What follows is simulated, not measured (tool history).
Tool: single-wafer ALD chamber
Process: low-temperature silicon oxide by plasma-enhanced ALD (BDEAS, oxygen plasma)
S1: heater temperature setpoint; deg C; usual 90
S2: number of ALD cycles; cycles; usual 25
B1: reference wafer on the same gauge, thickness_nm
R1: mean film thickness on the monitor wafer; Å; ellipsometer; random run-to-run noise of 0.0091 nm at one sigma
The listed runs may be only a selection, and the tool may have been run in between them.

run 1 hour=0.0 | S1=90 S2=25 | B1=3.081 | R1=36.18
run 2 hour=47.7 | S1=90 S2=25 | B1=3.081 | R1=36.33
run 3 hour=97.5 | S1=90 S2=25 | B1=3.081 | R1=36.29
run 4 hour=145.7 | S1=90 S2=25 | B1=3.079 | R1=36.17
run 5 hour=182.0 | S1=90 S2=25 | B1=3.080 | R1=36.23
run 6 hour=325.3 | S1=90 S2=25 | B1=3.079 | R1=36.17
run 7 hour=369.5 | S1=90 S2=22 | B1=3.079 | R1=31.75
run 8 hour=412.4 | S1=90 S2=28 | B1=3.080 | R1=40.32
run 9 hour=477.4 | S1=90 S2=28 | B1=3.078 | R1=40.28
run 10 hour=515.6 | S1=90 S2=26 | B1=3.079 | R1=37.33
-- hour=528.2 gauge calibrated
run 11 hour=553.4 | S1=90 S2=25 | B1=3.079 | R1=36.05
run 12 hour=579.7 | S1=82 S2=29 | B1=3.080 | R1=42.71
-- hour=612.7 thermocouple changed; heater temperature recalibrated
run 13 hour=640.1 | S1=85 S2=20 | B1=3.080 | R1=29.70
run 14 hour=670.5 | S1=75 S2=21 | B1=3.080 | R1=31.93
run 15 hour=730.7 | S1=98 S2=29 | B1=3.080 | R1=41.29
run 16 hour=767.2 | S1=90 S2=25 | B1=3.081 | R1=36.61
run 17 hour=806.5 | S1=90 S2=25 | B1=3.079 | R1=36.40
run 18 hour=873.0 | S1=82 S2=28 | B1=3.080 | R1=41.78
run 19 hour=906.9 | S1=90 S2=25 | B1=3.080 | R1=36.42
run 20 hour=938.4 | S1=84 S2=23 | B1=3.079 | R1=34.04

Alternative continuations, all from the tool just after run 20; predict every row:
run A hour=938.8 | S1=97 S2=25 | B1=? | R1=?
run B hour=938.8 | S1=83 S2=22 | B1=? | R1=?
run C hour=938.8 | S1=77 S2=27 | B1=? | R1=?

run=A B1=3.078 R1=35.83
run=B B1=3.078 R1=32.92
run=C B1=3.078 R1=41.13
Take away the tool's hidden state, keep each run's random variation, and the runs would have read:
run=A R1=35.89
run=B R1=32.97
run=C R1=41.19
